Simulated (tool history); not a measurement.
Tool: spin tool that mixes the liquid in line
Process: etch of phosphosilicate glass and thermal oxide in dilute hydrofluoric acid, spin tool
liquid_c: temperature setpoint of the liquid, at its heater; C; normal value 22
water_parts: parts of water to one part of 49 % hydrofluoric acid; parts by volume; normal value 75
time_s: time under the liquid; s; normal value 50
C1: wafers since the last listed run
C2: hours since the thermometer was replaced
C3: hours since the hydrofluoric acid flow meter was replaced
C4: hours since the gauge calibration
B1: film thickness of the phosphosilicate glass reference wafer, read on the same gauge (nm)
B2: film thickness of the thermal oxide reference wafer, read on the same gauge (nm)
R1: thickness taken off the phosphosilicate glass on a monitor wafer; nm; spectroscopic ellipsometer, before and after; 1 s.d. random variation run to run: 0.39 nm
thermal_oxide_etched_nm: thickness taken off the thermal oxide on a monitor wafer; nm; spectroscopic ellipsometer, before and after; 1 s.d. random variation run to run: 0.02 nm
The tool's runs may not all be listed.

Run 1, hour 0: usual settings; C1 0; C2 203.5; C3 1065.5; C4 239.9; B1 149.98; B2 89.983. Result: R1 40.58 nm, thermal_oxide_etched_nm 2.447 nm.
Run 2, hour 12.4: usual settings; C1 158; C2 215.9; C3 1077.9; C4 252.3; B1 149.95; B2 90.002. Result: R1 40.87 nm, thermal_oxide_etched_nm 2.459 nm.
Run 3, hour 30.4: usual settings; C1 229; C2 233.9; C3 1095.9; C4 270.3; B1 150; B2 90.038. Result: R1 40.71 nm, thermal_oxide_etched_nm 2.429 nm.
Run 4, hour 57.2: usual settings; C1 342; C2 260.7; C3 1122.7; C4 297.1; B1 149.99; B2 89.979. Result: R1 40.94 nm, thermal_oxide_etched_nm 2.429 nm.
Run 5, hour 75.5: usual settings; C1 233; C2 279; C3 1141; C4 315.4; B1 149.99; B2 90.024. Result: R1 40.52 nm, thermal_oxide_etched_nm 2.396 nm.
Run 6, hour 89.9: usual settings but water_parts 85 parts by volume; C1 183; C2 293.4; C3 1155.4; C4 329.8; B1 149.99; B2 89.987. Result: R1 35.13 nm, thermal_oxide_etched_nm 2.074 nm.
Run 7, hour 104.4: usual settings but water_parts 85 parts by volume; C1 185; C2 307.9; C3 1169.9; C4 344.3; B1 150.01; B2 90.012. Result: R1 34.63 nm, thermal_oxide_etched_nm 2.075 nm.
At hour 108.3: hydrofluoric acid flow meter replaced.
Run 8, hour 135.7: usual settings; C1 387; C2 339.2; C3 27.4; C4 375.6; B1 149.97; B2 89.988. Result: R1 45.27 nm, thermal_oxide_etched_nm 2.739 nm.
Run 9, hour 158.8: usual settings but liquid_c 18 C; C1 295; C2 362.3; C3 50.5; C4 398.7; B1 149.99; B2 90.011. Result: R1 38.95 nm, thermal_oxide_etched_nm 2.299 nm.
Run 10, hour 187.1: usual settings; C1 361; C2 390.6; C3 78.8; C4 427; B1 149.97; B2 90.038. Result: R1 44.77 nm, thermal_oxide_etched_nm 2.712 nm.
Run 11, hour 215.1: usual settings; C1 357; C2 418.6; C3 106.8; C4 455; B1 149.99; B2 89.986. Result: R1 44.46 nm, thermal_oxide_etched_nm 2.702 nm.
Run 12, hour 244.9: usual settings but water_parts 60 parts by volume, time_s 70 s; C1 380; C2 448.4; C3 136.6; C4 484.8; B1 149.97; B2 90.029. Result: R1 81.44 nm, thermal_oxide_etched_nm 4.75 nm.
Run 13, hour 280.3: usual settings but liquid_c 18.5 C, water_parts 55 parts by volume; C1 452; C2 483.8; C3 172; C4 520.2; B1 149.98; B2 89.98. Result: R1 53.42 nm, thermal_oxide_etched_nm 3.191 nm.
Run 14, hour 298.5: usual settings but liquid_c 24 C, water_parts 50 parts by volume, time_s 65 s; C1 232; C2 502; C3 190.2; C4 538.4; B1 150.01; B2 90.03. Result: R1 97.34 nm, thermal_oxide_etched_nm 5.73 nm.
At hour 325: gauge calibrated.
Run 15, hour 389: usual settings but water_parts 50 parts by volume; C1 1156; C2 592.5; C3 280.7; C4 64; B1 150.02; B2 90.008. Result: R1 67.71 nm, thermal_oxide_etched_nm 3.967 nm.
At hour 391.6: thermometer replaced.
Run 16, hour 408.7: usual settings; C1 238; C2 17.1; C3 300.4; C4 83.7; B1 150; B2 89.998. Result: R1 45.53 nm, thermal_oxide_etched_nm 2.719 nm.
Run 17, hour 435.5: usual settings; C1 342; C2 43.9; C3 327.2; C4 110.5; B1 149.98; B2 90.009. Result: R1 45.63 nm, thermal_oxide_etched_nm 2.728 nm.
Run 18, hour 456.9: usual settings but water_parts 95 parts by volume; C1 273; C2 65.3; C3 348.6; C4 131.9; B1 150.01; B2 90.006. Result: R1 34.99 nm, thermal_oxide_etched_nm 2.104 nm.
Run 19, hour 483.8: usual settings; C1 343; C2 92.2; C3 375.5; C4 158.8; B1 149.98; B2 90.028. Result: R1 45.78 nm, thermal_oxide_etched_nm 2.701 nm.
Run 20, hour 513.6: usual settings; C1 380; C2 122; C3 405.3; C4 188.6; B1 150; B2 90.017. Result: R1 44.82 nm, thermal_oxide_etched_nm 2.657 nm.
Run 21, hour 530.5: usual settings but time_s 65 s; C1 215; C2 138.9; C3 422.2; C4 205.5; B1 150; B2 90.002. Result: R1 57.37 nm, thermal_oxide_etched_nm 3.507 nm.
Run 22, hour 546: usual settings; C1 198; C2 154.4; C3 437.7; C4 221; B1 149.99; B2 89.981. Result: R1 44.69 nm, thermal_oxide_etched_nm 2.678 nm.
Run 23, hour 576.9: usual settings but water_parts 90 parts by volume; C1 394; C2 185.3; C3 468.6; C4 251.9; B1 150.04; B2 90.027. Result: R1 36.56 nm, thermal_oxide_etched_nm 2.175 nm.
Run 24, hour 599.3: usual settings but water_parts 50 parts by volume, time_s 70 s; C1 286; C2 207.7; C3 491; C4 274.3; B1 149.98; B2 90.006. Result: R1 94.85 nm, thermal_oxide_etched_nm 5.74 nm.
Run 25, hour 618.7: usual settings but water_parts 100 parts by volume; C1 247; C2 227.1; C3 510.4; C4 293.7; B1 149.99; B2 89.983. Result: R1 32.16 nm, thermal_oxide_etched_nm 1.885 nm.
Run 26, hour 648.5: usual settings but liquid_c 18 C, water_parts 35 parts by volume, time_s 65 s; C1 380; C2 256.9; C3 540.2; C4 323.5; B1 149.99; B2 90.002. Result: R1 107.27 nm, thermal_oxide_etched_nm 6.409 nm.

What if the next run were any one of these 4? Each begins from the tool's condition after run 26:
Run A, hour 648.9: usual settings but liquid_c 25.5 C; C1 5; C2 257.3; C3 540.6; C4 323.9; B1 ?; B2 ?. Result: R1 ?, thermal_oxide_etched_nm ?.
Run B, hour 648.9: usual settings but water_parts 65 parts by volume, time_s 30 s; C1 5; C2 257.3; C3 540.6; C4 323.9; B1 ?; B2 ?. Result: R1 ?, thermal_oxide_etched_nm ?.
Run C, hour 648.9: usual settings but time_s 35 s; C1 5; C2 257.3; C3 540.6; C4 323.9; B1 ?; B2 ?. Result: R1 ?, thermal_oxide_etched_nm ?.
Run D, hour 648.9: usual settings but time_s 40 s; C1 5; C2 257.3; C3 540.6; C4 323.9; B1 ?; B2 ?. Result: R1 ?, thermal_oxide_etched_nm ?.

run      B1      B2     R1  thermal_oxide_etched_nm
  A  150.02  89.993     51                    2.993
  B  150.02  89.993  31.04                    1.821
  C  150.02  89.993  30.99                    1.818
  D  150.02  89.993  35.41                    2.078
With the hidden condition removed and each run's random variation left untouched, the same runs would have given:
run     R1  thermal_oxide_etched_nm
  A  55.73                    3.271
  B   33.9                     1.99
  C  33.86                    1.987
  D   38.7                    2.271
